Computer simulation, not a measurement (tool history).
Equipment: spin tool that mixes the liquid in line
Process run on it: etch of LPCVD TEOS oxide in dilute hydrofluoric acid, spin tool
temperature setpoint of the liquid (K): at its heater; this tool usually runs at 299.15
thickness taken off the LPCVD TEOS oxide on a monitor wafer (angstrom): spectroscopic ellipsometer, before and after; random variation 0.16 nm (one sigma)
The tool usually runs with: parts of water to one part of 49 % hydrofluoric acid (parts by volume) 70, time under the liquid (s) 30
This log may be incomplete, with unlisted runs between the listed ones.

run	day	temperature setpoint of the liquid (K)	parts of water to one part of 49 % hydrofluoric acid (parts by volume)	time under the liquid (s)	wafers since the last listed run	hours since the thermometer was replaced	hours since the hydrofluoric acid flow meter was replaced	hours since the gauge calibration	read-back film thickness of the LPCVD TEOS oxide reference wafer, read on the same gauge (nm)	thickness taken off the LPCVD TEOS oxide on a monitor wafer (angstrom)
1	0.000	299.15	70	30	0	380.7	2180.0	40.1	110.00	276.5
2	0.546	301.65	70	30	220	393.8	2193.1	53.2	109.96	303.4
3	1.175	301.65	70	30	254	408.9	2208.2	68.3	110.00	308.8
4	1.596	301.65	70	30	170	419.0	2218.3	78.4	110.01	308.8
5	1.988	299.15	95	30	158	428.4	2227.7	87.8	110.01	196.8
6	2.729	299.15	95	30	300	446.2	2245.5	105.6	109.99	198.1
7	3.646	299.15	55	30	370	468.2	2267.5	127.6	109.97	365.9
8	4.004	299.15	55	30	144	476.8	2276.1	136.2	110.00	362.7
9	4.396	299.15	55	30	158	486.2	2285.5	145.6	109.97	367.7
10	4.738	299.15	70	30	138	494.4	2293.7	153.8	109.99	281.0
11	5.462	299.15	70	30	293	511.8	2311.1	171.2	110.00	279.5
12	6.196	299.15	70	20	296	529.4	2328.7	188.8	110.02	187.3
13	6.883	299.15	70	30	278	545.9	2345.2	205.3	109.99	283.8
# day 7.425: gauge calibrated
14	7.442	299.15	70	45	225	559.3	2358.6	0.4	109.99	422.6
15	7.946	299.15	70	30	203	571.4	2370.7	12.5	109.97	281.4
16	9.583	299.15	90	45	662	610.7	2410.0	51.8	110.00	324.3
17	9.954	299.15	100	30	150	619.6	2418.9	60.7	110.01	194.5
18	10.296	296.15	50	50	138	627.8	2427.1	68.9	109.98	608.1
19	10.671	299.15	90	45	151	636.8	2436.1	77.9	109.97	326.0
# day 10.717: hydrofluoric acid flow meter replaced
# day 11.108: thermometer replaced
20	11.362	301.65	45	30	246	6.1	15.5	94.5	110.01	464.1
21	11.825	297.65	70	30	187	17.2	26.6	105.6	110.03	247.1
22	12.288	295.15	100	30	187	28.3	37.7	116.7	110.02	149.6
23	12.562	299.15	70	30	111	34.9	44.3	123.3	110.00	262.0
24	12.896	299.15	70	30	134	42.9	52.3	131.3	110.02	262.4
25	13.483	295.65	70	30	237	57.0	66.4	145.4	110.00	227.9
26	14.121	302.65	100	35	257	72.3	81.7	160.7	109.99	235.2
27	14.417	302.65	85	15	119	79.4	88.8	167.8	109.99	122.1

Run-by-run hidden state of the tool:
hydrofluoric acid flow above the setpoint (%): 0 in every run
gauge reads high (%): 0 in every run
H1: liquid hotter than its thermometer reads (K)
run	H1
1	1.45
2	1.5
3	1.55
4	1.58
5	1.61
6	1.67
7	1.75
8	1.78
9	1.81
10	1.84
11	1.9
12	1.96
13	2.02
14	2.06
15	2.1
16	2.24
17	2.27
18	2.3
19	2.33
20	0.086
21	0.124
22	0.162
23	0.185
24	0.212
25	0.26
26	0.313
27	0.337

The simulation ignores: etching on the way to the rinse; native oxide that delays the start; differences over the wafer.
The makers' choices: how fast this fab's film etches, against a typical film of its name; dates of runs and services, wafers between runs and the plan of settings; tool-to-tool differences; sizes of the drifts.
